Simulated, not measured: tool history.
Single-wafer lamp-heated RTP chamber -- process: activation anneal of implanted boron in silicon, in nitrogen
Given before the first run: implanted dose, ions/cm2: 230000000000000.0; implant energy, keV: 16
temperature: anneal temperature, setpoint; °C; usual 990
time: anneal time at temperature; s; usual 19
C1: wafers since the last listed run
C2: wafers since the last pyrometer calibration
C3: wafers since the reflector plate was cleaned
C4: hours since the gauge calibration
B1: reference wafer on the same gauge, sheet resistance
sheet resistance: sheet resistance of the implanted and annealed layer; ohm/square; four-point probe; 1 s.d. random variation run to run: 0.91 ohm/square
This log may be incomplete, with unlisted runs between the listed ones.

{"run": 1, "hour": 0.0, "temperature": 990, "time": 19, "C1": 0, "C2": 3214, "C3": 3673, "C4": 256.8, "B1": 356.04, "sheet resistance": 430.15}
{"run": 2, "hour": 15.4, "temperature": 990, "time": 14, "C1": 172, "C2": 3387, "C3": 3846, "C4": 272.2, "B1": 356.05, "sheet resistance": 432.25}
{"run": 3, "hour": 32.0, "temperature": 990, "time": 19, "C1": 186, "C2": 3573, "C3": 4032, "C4": 288.8, "B1": 356.07, "sheet resistance": 430.78}
{"run": 4, "hour": 45.9, "temperature": 990, "time": 19, "C1": 155, "C2": 3729, "C3": 4188, "C4": 302.7, "B1": 356.13, "sheet resistance": 428.64}
{"run": 5, "hour": 60.6, "temperature": 990, "time": 25, "C1": 164, "C2": 3894, "C3": 4353, "C4": 317.4, "B1": 356.04, "sheet resistance": 428.26}
{"run": 6, "hour": 71.4, "temperature": 990, "time": 25, "C1": 121, "C2": 4015, "C3": 4474, "C4": 328.2, "B1": 355.93, "sheet resistance": 427.26}
{"run": 7, "hour": 88.6, "temperature": 990, "time": 25, "C1": 192, "C2": 4208, "C3": 4667, "C4": 345.4, "B1": 355.84, "sheet resistance": 427.14}
{"run": 8, "hour": 100.0, "temperature": 1012, "time": 19, "C1": 127, "C2": 4336, "C3": 4795, "C4": 356.8, "B1": 355.93, "sheet resistance": 423.87}
{"run": 9, "hour": 107.2, "temperature": 1012, "time": 19, "C1": 80, "C2": 4416, "C3": 4876, "C4": 364, "B1": 355.97, "sheet resistance": 423.53}
{"run": 10, "hour": 119.5, "temperature": 990, "time": 13, "C1": 137, "C2": 4554, "C3": 5013, "C4": 376.3, "B1": 355.91, "sheet resistance": 429.83}
{"run": 11, "hour": 128.0, "temperature": 990, "time": 19, "C1": 95, "C2": 4649, "C3": 5109, "C4": 384.8, "B1": 355.84, "sheet resistance": 429.32}
{"hour": 129.0, "done": "gauge calibrated"}
{"run": 12, "hour": 137.4, "temperature": 990, "time": 19, "C1": 105, "C2": 4755, "C3": 5214, "C4": 8.4, "B1": 355.96, "sheet resistance": 427.9}
{"run": 13, "hour": 149.8, "temperature": 990, "time": 19, "C1": 139, "C2": 4894, "C3": 5353, "C4": 20.8, "B1": 356.04, "sheet resistance": 430.59}
{"run": 14, "hour": 156.4, "temperature": 990, "time": 19, "C1": 74, "C2": 4968, "C3": 5427, "C4": 27.4, "B1": 356.06, "sheet resistance": 430.08}
{"hour": 171.7, "done": "reflector plate cleaned"}
{"run": 15, "hour": 172.2, "temperature": 1002, "time": 14, "C1": 87, "C2": 5055, "C3": 5, "C4": 43.2, "B1": 355.95, "sheet resistance": 424.43}
{"run": 16, "hour": 180.3, "temperature": 966, "time": 12, "C1": 90, "C2": 5146, "C3": 96, "C4": 51.3, "B1": 356.04, "sheet resistance": 451.27}
{"run": 17, "hour": 198.1, "temperature": 990, "time": 19, "C1": 199, "C2": 5346, "C3": 296, "C4": 69.1, "B1": 355.96, "sheet resistance": 427.74}
{"run": 18, "hour": 214.4, "temperature": 1017, "time": 24, "C1": 182, "C2": 5529, "C3": 478, "C4": 85.4, "B1": 356.2, "sheet resistance": 422.97}
{"hour": 241.2, "done": "reflector plate cleaned, repeated, since the last time left the tool worse"}
{"run": 19, "hour": 241.7, "temperature": 981, "time": 23, "C1": 216, "C2": 5745, "C3": 6, "C4": 112.7, "B1": 355.75, "sheet resistance": 437.69}
{"hour": 253.5, "done": "pyrometer window cleaned and pyrometer calibrated"}
{"run": 20, "hour": 276.0, "temperature": 978, "time": 23, "C1": 294, "C2": 251, "C3": 301, "C4": 147, "B1": 356.01, "sheet resistance": 438.99}
{"run": 21, "hour": 287.7, "temperature": 965, "time": 19, "C1": 131, "C2": 383, "C3": 432, "C4": 158.7, "B1": 355.84, "sheet resistance": 460.5}
{"run": 22, "hour": 305.6, "temperature": 990, "time": 19, "C1": 200, "C2": 583, "C3": 632, "C4": 176.6, "B1": 356.02, "sheet resistance": 431.34}
{"run": 23, "hour": 322.3, "temperature": 982, "time": 12, "C1": 187, "C2": 770, "C3": 820, "C4": 193.3, "B1": 355.9, "sheet resistance": 440.9}
{"run": 24, "hour": 339.0, "temperature": 962, "time": 26, "C1": 187, "C2": 958, "C3": 1007, "C4": 210, "B1": 355.9, "sheet resistance": 458.53}
{"run": 25, "hour": 353.3, "temperature": 990, "time": 23, "C1": 160, "C2": 1118, "C3": 1167, "C4": 224.3, "B1": 355.96, "sheet resistance": 430.46}
{"run": 26, "hour": 365.0, "temperature": 981, "time": 30, "C1": 131, "C2": 1249, "C3": 1299, "C4": 236, "B1": 356.26, "sheet resistance": 431.74}
{"run": 27, "hour": 375.4, "temperature": 990, "time": 19, "C1": 116, "C2": 1366, "C3": 1415, "C4": 246.4, "B1": 355.96, "sheet resistance": 431.39}
{"run": 28, "hour": 391.8, "temperature": 981, "time": 30, "C1": 183, "C2": 1550, "C3": 1599, "C4": 262.8, "B1": 356, "sheet resistance": 433.4}
{"run": 29, "hour": 408.7, "temperature": 1002, "time": 12, "C1": 189, "C2": 1739, "C3": 1789, "C4": 279.7, "B1": 356.15, "sheet resistance": 427.16}

Branching from run 29: 5 alternative next runs. What would each branch give?
{"run": "A", "hour": 409.1, "temperature": 979, "time": 19, "C1": 4, "C2": 1744, "C3": 1793, "C4": 280.1, "B1": "?", "sheet resistance": "?"}
{"run": "B", "hour": 409.1, "temperature": 975, "time": 9, "C1": 4, "C2": 1744, "C3": 1793, "C4": 280.1, "B1": "?", "sheet resistance": "?"}
{"run": "C", "hour": 409.1, "temperature": 1006, "time": 9, "C1": 4, "C2": 1744, "C3": 1793, "C4": 280.1, "B1": "?", "sheet resistance": "?"}
{"run": "D", "hour": 409.1, "temperature": 1014, "time": 28, "C1": 4, "C2": 1744, "C3": 1793, "C4": 280.1, "B1": "?", "sheet resistance": "?"}
{"run": "E", "hour": 409.1, "temperature": 964, "time": 12, "C1": 4, "C2": 1744, "C3": 1793, "C4": 280.1, "B1": "?", "sheet resistance": "?"}

run=A B1=355.96 sheet_resistance=439.49
run=B B1=355.96 sheet_resistance=450.75
run=C B1=355.96 sheet_resistance=428.84
run=D B1=355.96 sheet_resistance=424.13
run=E B1=355.96 sheet_resistance=466.03
Without the tool's hidden state the same runs would have given:
run=A sheet_resistance=442.69
run=B sheet_resistance=455.6
run=C sheet_resistance=429.86
run=D sheet_resistance=424.55
run=E sheet_resistance=473.42

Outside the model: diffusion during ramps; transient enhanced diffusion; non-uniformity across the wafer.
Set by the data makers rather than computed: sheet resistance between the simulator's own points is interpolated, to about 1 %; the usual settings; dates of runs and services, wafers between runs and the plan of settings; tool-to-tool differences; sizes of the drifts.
